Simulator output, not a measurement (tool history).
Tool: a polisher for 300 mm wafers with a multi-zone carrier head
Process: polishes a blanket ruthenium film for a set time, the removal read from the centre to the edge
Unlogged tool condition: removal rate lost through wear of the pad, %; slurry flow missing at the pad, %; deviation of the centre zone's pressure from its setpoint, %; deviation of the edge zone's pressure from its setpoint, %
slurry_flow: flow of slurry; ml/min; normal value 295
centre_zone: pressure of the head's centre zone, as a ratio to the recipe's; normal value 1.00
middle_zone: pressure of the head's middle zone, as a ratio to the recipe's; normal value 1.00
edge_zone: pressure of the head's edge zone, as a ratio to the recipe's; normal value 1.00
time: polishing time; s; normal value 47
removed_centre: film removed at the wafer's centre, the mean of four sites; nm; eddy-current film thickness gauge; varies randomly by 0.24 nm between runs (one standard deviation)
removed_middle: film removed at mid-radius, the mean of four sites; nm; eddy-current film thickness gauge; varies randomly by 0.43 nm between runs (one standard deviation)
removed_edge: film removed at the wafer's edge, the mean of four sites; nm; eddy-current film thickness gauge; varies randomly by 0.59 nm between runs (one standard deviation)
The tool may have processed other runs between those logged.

run	day	slurry_flow	centre_zone	middle_zone	edge_zone	time	wafers since the last listed run	wafers polished on this pad	hours since the slurry nozzle was cleaned	hours since the centre zone pressure was calibrated	hours since the edge zone pressure was calibrated	hours since the carrier head's membrane was replaced	incoming thickness of the incoming film, nm	removed_centre	removed_middle	removed_edge
1	0.000	295	1.00	1.00	1.00	47	0	2120	135.0	247.9	434.8	129.4	478.1	41.1	40.6	40.1
# day 0.954: edge zone pressure recalibrated
2	1.692	295	1.00	1.00	1.00	47	466	2587	175.6	288.5	17.7	170.0	471.1	41.4	40.5	40.5
# day 6.646: worn pad replaced by a new one
3	7.825	295	1.00	1.00	1.00	47	1731	341	322.8	435.7	164.9	317.2	473.1	41.5	39.6	40.2
# day 11.729: centre zone pressure recalibrated
4	14.383	295	1.00	1.00	1.00	47	1879	2220	480.2	63.7	322.3	474.6	484.8	40.0	39.7	40.6
# day 16.417: edge zone pressure recalibrated
5	17.258	295	1.00	1.00	1.00	47	810	3031	549.2	132.7	20.2	543.6	478.3	40.2	39.7	39.6
# day 18.458: carrier head's membrane replaced by a new one
6	18.862	295	1.00	1.00	1.00	47	405	3436	587.7	171.2	58.7	9.7	473.9	40.2	39.7	40.8
7	20.138	295	1.00	1.00	1.00	47	370	3806	618.3	201.8	89.3	40.3	473.2	40.0	39.0	39.4
# day 20.508: worn pad replaced by a new one
8	21.608	295	1.00	1.00	1.00	58	378	319	653.6	237.1	124.6	75.6	484.3	49.1	49.3	49.6
9	24.421	295	0.89	1.00	1.00	47	816	1135	721.1	304.6	192.1	143.1	476.8	36.1	38.9	41.0
10	25.933	295	1.00	1.00	1.00	47	438	1574	757.4	340.9	228.4	179.4	481.1	39.9	38.2	41.4
11	28.621	295	0.88	1.00	1.00	47	780	2354	821.9	405.4	292.9	243.9	478.4	35.0	39.4	40.1
12	30.908	330	1.07	1.00	1.00	47	663	3018	876.8	460.3	347.8	298.8	473.6	42.9	39.6	39.8
# day 32.888: worn pad replaced by a new one
# day 32.967: slurry nozzle cleaned
13	33.817	295	1.00	1.09	1.00	47	783	257	20.4	530.1	417.6	368.6	483.7	41.6	43.3	40.9
# day 33.954: edge zone pressure recalibrated
# day 35.154: centre zone pressure recalibrated
14	38.796	295	1.00	1.00	1.00	47	1396	1654	139.9	87.4	116.2	488.1	487.7	40.7	40.3	41.3
# day 40.767: carrier head's membrane replaced by a new one
15	40.788	295	1.02	1.00	1.00	47	517	2171	187.7	135.2	164.0	0.5	472.9	41.1	39.8	41.5
16	42.525	215	0.96	1.00	1.04	35	504	2675	229.4	176.9	205.7	42.2	486.9	28.4	28.8	30.0
17	44.279	295	1.05	0.96	1.00	47	509	3185	271.5	219.0	247.8	84.3	474.3	42.6	39.3	41.2
18	45.392	295	1.00	0.91	0.96	47	322	3507	298.2	245.7	274.5	111.0	476.5	40.8	37.1	40.1

Expected results for the next run?
# day 46.692: worn pad replaced by a new one
19	46.704	295	1.00	1.00	1.00	47	332	4	329.7	277.2	306.0	142.5	486.9	?	?	?

Run 19 measured removed_centre 40.5 nm, removed_middle 39.9 nm, removed_edge 41.3 nm.
If the tool had no hidden condition, the same run with the same run-to-run variation would have returned removed_centre 40.3 nm, removed_middle 40.1 nm, removed_edge 41.5 nm.
